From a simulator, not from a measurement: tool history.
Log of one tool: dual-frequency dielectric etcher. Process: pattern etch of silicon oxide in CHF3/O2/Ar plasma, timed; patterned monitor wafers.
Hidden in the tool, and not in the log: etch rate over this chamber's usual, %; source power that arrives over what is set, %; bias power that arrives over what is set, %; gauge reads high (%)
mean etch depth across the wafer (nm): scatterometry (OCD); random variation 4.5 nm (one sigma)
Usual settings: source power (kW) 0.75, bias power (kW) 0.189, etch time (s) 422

run,hour,source power (kW),bias power (kW),etch time (s),wafers since the last listed run,hours since the last wet clean,hours since the last source power generator calibration,hours since the last bias power generator calibration,hours since the last upper electrode change,hours since the gauge calibration,"read-back reference wafer on the same gauge, depth_nm",mean etch depth across the wafer (nm)
1,0,0.75,0.189,422,0,319.1,3651.9,2359.2,2141.9,205.1,1062.6,938
2,79,0.75,0.189,422,374,398.1,3730.9,2438.2,2220.9,284.1,1057.1,933.8
3,124.5,0.75,0.189,422,215,443.6,3776.4,2483.7,2266.4,329.6,1054.9,935.2
# hour 232.7: wet clean of the chamber
4,233.2,0.75,0.189,422,401,0.5,3885.1,2592.4,2375.1,438.3,1050.7,937
5,305.8,0.75,0.189,422,343,73.1,3957.7,2665,2447.7,510.9,1045.9,933.3
6,618.1,0.75,0.189,422,1478,385.4,4270,2977.3,2760,823.2,1042.5,915.6
7,720.3,0.75,0.214,369.5,483,487.6,4372.2,3079.5,2862.2,925.4,1044.2,838.7
# hour 756.9: wet clean of the chamber
8,781.1,0.75,0.189,422,174,24.2,4433,3140.3,2923,986.2,1041,915.7
9,830.6,0.75,0.189,422,234,73.7,4482.5,3189.8,2972.5,1035.7,1041.1,918.8
10,884.6,0.75,0.189,422,255,127.7,4536.5,3243.8,3026.5,1089.7,1040.6,917.6
11,954.1,0.75,0.189,422,329,197.2,4606,3313.3,3096,1159.2,1038.9,923.3
12,1004.8,0.84,0.189,422,240,247.9,4656.7,3364,3146.7,1209.9,1040.4,964.3

The next listed run, before its measurement:
# hour 1008.2: gauge calibrated
13,1097,0.7,0.155,422,436,340.1,4748.9,3456.2,3238.9,88.8,?,?

Run 13 gave read-back reference wafer on the same gauge, depth_nm 1076.5, mean etch depth across the wafer (nm) 861.9.
Without the tool's hidden state the same run would have given mean etch depth across the wafer (nm) 865.9.

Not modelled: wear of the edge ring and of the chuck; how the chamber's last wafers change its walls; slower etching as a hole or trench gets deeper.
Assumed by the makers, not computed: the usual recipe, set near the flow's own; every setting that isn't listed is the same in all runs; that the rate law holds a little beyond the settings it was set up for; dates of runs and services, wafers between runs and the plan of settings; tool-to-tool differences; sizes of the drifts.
